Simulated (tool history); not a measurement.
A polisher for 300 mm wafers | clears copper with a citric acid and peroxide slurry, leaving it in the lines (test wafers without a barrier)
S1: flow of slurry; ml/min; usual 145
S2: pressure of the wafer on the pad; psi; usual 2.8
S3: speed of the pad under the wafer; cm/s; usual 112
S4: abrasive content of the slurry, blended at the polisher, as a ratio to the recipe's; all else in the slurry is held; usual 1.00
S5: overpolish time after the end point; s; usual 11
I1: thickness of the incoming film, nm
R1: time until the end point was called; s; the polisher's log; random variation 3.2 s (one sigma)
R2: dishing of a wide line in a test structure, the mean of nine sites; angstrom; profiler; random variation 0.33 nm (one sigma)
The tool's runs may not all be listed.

| run | hour | S1 | S2 | S3 | S4 | S5 | I1 | R1 | R2 |
|---|---|---|---|---|---|---|---|---|---|
| 1 | 0.0 | 145 | 2.8 | 112 | 1.00 | 11 | 377.9 | 227.3 | 151 |
|  | 26.2 | slurry nozzle cleaned |
| 2 | 69.5 | 145 | 2.8 | 112 | 1.00 | 11 | 377.7 | 233.0 | 153 |
| 3 | 140.8 | 145 | 2.8 | 112 | 1.00 | 11 | 376.4 | 221.3 | 151 |
|  | 177.6 | worn pad replaced by a new one |
|  | 241.8 | slurry blender recalibrated |
| 4 | 244.9 | 145 | 2.8 | 112 | 1.00 | 11 | 371.2 | 219.7 | 161 |
|  | 254.0 | head pressure recalibrated |
| 5 | 290.7 | 145 | 2.8 | 112 | 1.00 | 11 | 379.6 | 222.8 | 160 |
| 6 | 362.2 | 145 | 2.8 | 84 | 1.00 | 11 | 378.7 | 277.9 | 131 |
| 7 | 469.3 | 145 | 2.8 | 122 | 1.00 | 11 | 369.7 | 218.8 | 157 |
| 8 | 520.1 | 145 | 2.8 | 122 | 1.00 | 11 | 371.9 | 219.6 | 155 |
|  | 544.9 | worn pad replaced by a new one |
| 9 | 574.4 | 145 | 2.8 | 122 | 1.00 | 11 | 372.7 | 207.8 | 171 |
| 10 | 660.2 | 145 | 2.3 | 112 | 1.00 | 11 | 381.1 | 270.2 | 133 |
|  | 676.5 | slurry blender recalibrated |
| 11 | 705.4 | 145 | 2.8 | 152 | 1.00 | 11 | 373.4 | 188.6 | 184 |
| 12 | 801.5 | 145 | 2.8 | 140 | 1.15 | 17 | 374.3 | 195.8 | 258 |
|  | 835.6 | worn pad replaced by a new one, of another model than before |
| 13 | 845.5 | 145 | 2.8 | 92 | 1.00 | 11 | 372.4 | 210.5 | 161 |
|  | 936.0 | slurry nozzle cleaned |
| 14 | 936.5 | 95 | 2.8 | 134 | 1.20 | 9 | 378.7 | 231.7 | 125 |
|  | 1089.7 | slurry blender recalibrated |
|  | 1113.4 | head pressure recalibrated |
|  | 1171.8 | worn pad replaced by a new one |
| 15 | 1172.3 | 175 | 2.0 | 112 | 0.85 | 11 | 374.3 | 261.5 | 142 |
| 16 | 1224.1 | 145 | 2.8 | 112 | 1.00 | 11 | 376.3 | 215.5 | 161 |
| 17 | 1321.4 | 145 | 2.8 | 122 | 1.00 | 11 | 370.0 | 220.0 | 159 |
| 18 | 1410.6 | 145 | 2.8 | 112 | 1.00 | 11 | 371.9 | 232.8 | 147 |
|  | 1436.8 | slurry blender recalibrated |
| 19 | 1472.7 | 145 | 3.5 | 112 | 1.20 | 11 | 379.6 | 194.9 | 188 |
|  | 1517.8 | worn pad replaced by a new one |
| 20 | 1630.9 | 105 | 2.4 | 112 | 1.00 | 11 | 375.9 | 276.8 | 129 |

4 ways to go on from here, each from the tool as it stands after run 20. What would each give?
| A | 1631.4 | 145 | 2.8 | 112 | 1.00 | 15 | 378.0 | ? | ? |
| B | 1631.4 | 145 | 2.8 | 112 | 1.00 | 6 | 378.0 | ? | ? |
| C | 1631.4 | 145 | 2.8 | 112 | 1.00 | 5 | 378.0 | ? | ? |
| D | 1631.4 | 145 | 1.9 | 112 | 1.20 | 11 | 378.0 | ? | ? |

| run | R1 | R2 |
|---|---|---|
| A | 217.1 | 208 |
| B | 217.1 | 87 |
| C | 217.1 | 73 |
| D | 270.4 | 126 |
Without the tool's hidden state the same runs would have given:
| run | R1 | R2 |
|---|---|---|
| A | 198.7 | 226 |
| B | 198.7 | 95 |
| C | 198.7 | 80 |
| D | 247.5 | 137 |

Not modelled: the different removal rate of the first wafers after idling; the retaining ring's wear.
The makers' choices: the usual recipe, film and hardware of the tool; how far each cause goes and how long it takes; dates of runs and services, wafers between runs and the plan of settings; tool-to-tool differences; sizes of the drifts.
